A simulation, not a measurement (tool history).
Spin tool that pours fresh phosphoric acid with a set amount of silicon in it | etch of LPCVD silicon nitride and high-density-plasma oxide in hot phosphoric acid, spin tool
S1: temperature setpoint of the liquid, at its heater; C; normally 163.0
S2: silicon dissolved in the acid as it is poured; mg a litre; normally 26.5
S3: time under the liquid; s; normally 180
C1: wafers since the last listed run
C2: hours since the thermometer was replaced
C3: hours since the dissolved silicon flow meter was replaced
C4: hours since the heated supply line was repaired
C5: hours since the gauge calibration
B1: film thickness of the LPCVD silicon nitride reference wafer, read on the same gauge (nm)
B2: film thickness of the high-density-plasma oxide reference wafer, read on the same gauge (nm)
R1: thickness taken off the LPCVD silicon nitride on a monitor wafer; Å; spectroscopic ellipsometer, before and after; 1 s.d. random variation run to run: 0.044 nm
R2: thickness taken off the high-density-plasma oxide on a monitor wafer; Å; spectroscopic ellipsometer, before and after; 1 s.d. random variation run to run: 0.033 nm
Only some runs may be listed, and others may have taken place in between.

run 1 hour=0.0 | S1=161.0 S2=14.5 S3=180 | C1=0 C2=1914.8 C3=1130.5 C4=2821.0 C5=273.6 | B1=29.98 B2=70.005 | R1=145.8 R2=4.42
run 2 hour=12.2 | S1=163.0 S2=26.5 S3=180 | C1=70 C2=1927.0 C3=1142.7 C4=2833.2 C5=285.8 | B1=30.04 B2=70.016 | R1=155.6 R2=3.53
-- hour=16.5 thermometer replaced
-- hour=18.2 dissolved silicon flow meter replaced
run 3 hour=19.2 | S1=163.0 S2=12.0 S3=180 | C1=28 C2=2.7 C3=1.0 C4=2840.2 C5=292.8 | B1=30.01 B2=70.002 | R1=167.3 R2=6.87
-- hour=24.3 gauge calibrated
-- hour=26.0 heated supply line repaired
run 4 hour=26.5 | S1=163.0 S2=26.5 S3=180 | C1=36 C2=10.0 C3=8.3 C4=0.5 C5=2.2 | B1=30.02 B2=69.992 | R1=167.6 R2=4.70
run 5 hour=38.4 | S1=163.0 S2=26.5 S3=180 | C1=68 C2=21.9 C3=20.2 C4=12.4 C5=14.1 | B1=30.03 B2=70.020 | R1=167.9 R2=3.84
run 6 hour=47.9 | S1=163.0 S2=40.5 S3=180 | C1=54 C2=31.4 C3=29.7 C4=21.9 C5=23.6 | B1=29.99 B2=69.985 | R1=166.9 R2=2.06
run 7 hour=56.4 | S1=163.0 S2=26.5 S3=180 | C1=49 C2=39.9 C3=38.2 C4=30.4 C5=32.1 | B1=29.97 B2=70.000 | R1=166.8 R2=4.24
run 8 hour=68.8 | S1=163.0 S2=26.5 S3=180 | C1=71 C2=52.3 C3=50.6 C4=42.8 C5=44.5 | B1=30.01 B2=70.026 | R1=167.2 R2=4.13
run 9 hour=80.6 | S1=163.0 S2=14.0 S3=95 | C1=68 C2=64.1 C3=62.4 C4=54.6 C5=56.3 | B1=30.00 B2=69.989 | R1=88.0 R2=2.97
run 10 hour=92.1 | S1=165.5 S2=26.5 S3=180 | C1=66 C2=75.6 C3=73.9 C4=66.1 C5=67.8 | B1=30.04 B2=70.005 | R1=180.7 R2=5.27
run 11 hour=99.1 | S1=162.0 S2=26.5 S3=180 | C1=40 C2=82.6 C3=80.9 C4=73.1 C5=74.8 | B1=30.01 B2=69.994 | R1=161.2 R2=3.83
run 12 hour=108.6 | S1=161.0 S2=43.5 S3=90 | C1=54 C2=92.1 C3=90.4 C4=82.6 C5=84.3 | B1=30.02 B2=70.004 | R1=77.8 R2=0.81
run 13 hour=126.6 | S1=161.5 S2=40.5 S3=250 | C1=104 C2=110.1 C3=108.4 C4=100.6 C5=102.3 | B1=29.99 B2=70.018 | R1=220.4 R2=2.53
run 14 hour=134.8 | S1=161.5 S2=8.0 S3=180 | C1=47 C2=118.3 C3=116.6 C4=108.8 C5=110.5 | B1=30.01 B2=70.026 | R1=158.5 R2=5.99
run 15 hour=141.4 | S1=163.0 S2=26.5 S3=180 | C1=38 C2=124.9 C3=123.2 C4=115.4 C5=117.1 | B1=29.98 B2=70.007 | R1=166.2 R2=4.13
run 16 hour=148.0 | S1=161.0 S2=43.5 S3=90 | C1=38 C2=131.5 C3=129.8 C4=122.0 C5=123.7 | B1=30.01 B2=70.007 | R1=77.7 R2=0.81
run 17 hour=156.5 | S1=163.0 S2=17.0 S3=180 | C1=49 C2=140.0 C3=138.3 C4=130.5 C5=132.2 | B1=29.95 B2=70.022 | R1=166.6 R2=5.63
run 18 hour=165.6 | S1=163.0 S2=26.5 S3=180 | C1=52 C2=149.1 C3=147.4 C4=139.6 C5=141.3 | B1=29.97 B2=69.989 | R1=166.1 R2=4.08
run 19 hour=179.8 | S1=163.0 S2=26.5 S3=290 | C1=82 C2=163.3 C3=161.6 C4=153.8 C5=155.5 | B1=30.02 B2=70.015 | R1=267.7 R2=6.85
run 20 hour=190.4 | S1=161.0 S2=26.5 S3=270 | C1=61 C2=173.9 C3=172.2 C4=164.4 C5=166.1 | B1=29.98 B2=69.981 | R1=233.1 R2=5.66

Alternative continuations, all from the tool just after run 20; predict every row:
run A hour=190.9 | S1=163.0 S2=26.5 S3=180 | C1=2 C2=174.4 C3=172.7 C4=164.9 C5=166.6 | B1=? B2=? | R1=? R2=?
run B hour=190.9 | S1=160.5 S2=26.5 S3=270 | C1=2 C2=174.4 C3=172.7 C4=164.9 C5=166.6 | B1=? B2=? | R1=? R2=?
run C hour=190.9 | S1=163.0 S2=26.5 S3=245 | C1=2 C2=174.4 C3=172.7 C4=164.9 C5=166.6 | B1=? B2=? | R1=? R2=?
run D hour=190.9 | S1=162.0 S2=32.5 S3=70 | C1=2 C2=174.4 C3=172.7 C4=164.9 C5=166.6 | B1=? B2=? | R1=? R2=?
run E hour=190.9 | S1=161.0 S2=26.5 S3=245 | C1=2 C2=174.4 C3=172.7 C4=164.9 C5=166.6 | B1=? B2=? | R1=? R2=?

run=A B1=30.01 B2=70.001 R1=165.9 R2=4.99
run=B B1=30.01 B2=70.001 R1=229.0 R2=6.23
run=C B1=30.01 B2=70.001 R1=225.9 R2=6.79
run=D B1=30.01 B2=70.001 R1=62.4 R2=1.42
run=E B1=30.01 B2=70.001 R1=211.3 R2=5.87
Take away the tool's hidden state, keep each run's random variation, and the runs would have read:
run=A R1=168.2 R2=5.14
run=B R1=232.1 R2=6.42
run=C R1=228.9 R2=7.00
run=D R1=63.3 R2=1.47
run=E R1=214.1 R2=6.04

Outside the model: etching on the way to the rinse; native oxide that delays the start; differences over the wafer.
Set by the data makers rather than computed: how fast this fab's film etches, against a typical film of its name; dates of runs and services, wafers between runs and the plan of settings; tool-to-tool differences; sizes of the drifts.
